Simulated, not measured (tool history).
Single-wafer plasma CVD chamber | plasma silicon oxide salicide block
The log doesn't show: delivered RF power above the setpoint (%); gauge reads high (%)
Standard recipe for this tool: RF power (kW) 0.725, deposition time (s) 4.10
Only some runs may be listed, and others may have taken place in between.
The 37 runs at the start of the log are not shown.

| run | hour | RF power (kW) | deposition time (s) | wafers since the last listed run | hours since the last RF generator calibration | hours since the showerhead was replaced | hours since the gauge calibration | read-back reference wafer on the same gauge, thickness_nm | mean film thickness on the monitor wafer (nm) |
|---|---|---|---|---|---|---|---|---|---|
|  | 461.9 | showerhead replaced |
| 38 | 462.4 | 0.680 | 4.44 | 228 | 178.4 | 0.5 | 264.2 | 43.110 | 48.454 |
| 39 | 505.2 | 0.725 | 4.10 | 1125 | 221.2 | 43.3 | 307.0 | 43.106 | 45.531 |
| 40 | 514.1 | 0.820 | 4.36 | 234 | 230.1 | 52.2 | 315.9 | 43.117 | 50.366 |
| 41 | 531.2 | 0.725 | 4.10 | 449 | 247.2 | 69.3 | 333.0 | 43.090 | 45.649 |
| 42 | 544.3 | 0.630 | 3.88 | 344 | 260.3 | 82.4 | 346.1 | 43.105 | 41.415 |
| 43 | 551.1 | 0.595 | 3.83 | 178 | 267.1 | 89.2 | 352.9 | 43.093 | 40.063 |
| 44 | 565.9 | 0.850 | 3.56 | 389 | 281.9 | 104.0 | 367.7 | 43.103 | 41.662 |
| 45 | 583.1 | 0.840 | 3.46 | 452 | 299.1 | 121.2 | 384.9 | 43.080 | 40.343 |

What if the next run were any one of these 3? Each begins from the tool's condition after run 45:
| A | 583.5 | 0.725 | 4.10 | 10 | 299.5 | 121.6 | 385.3 | ? | ? |
| B | 583.5 | 0.725 | 3.64 | 10 | 299.5 | 121.6 | 385.3 | ? | ? |
| C | 583.5 | 0.650 | 3.37 | 10 | 299.5 | 121.6 | 385.3 | ? | ? |

| run | read-back reference wafer on the same gauge, thickness_nm | mean film thickness on the monitor wafer (nm) |
|---|---|---|
| A | 43.111 | 45.696 |
| B | 43.111 | 40.570 |
| C | 43.111 | 36.298 |
What these runs would have given with no unlogged condition in the tool:
| run | mean film thickness on the monitor wafer (nm) |
|---|---|
| A | 45.860 |
| B | 40.715 |
| C | 36.428 |

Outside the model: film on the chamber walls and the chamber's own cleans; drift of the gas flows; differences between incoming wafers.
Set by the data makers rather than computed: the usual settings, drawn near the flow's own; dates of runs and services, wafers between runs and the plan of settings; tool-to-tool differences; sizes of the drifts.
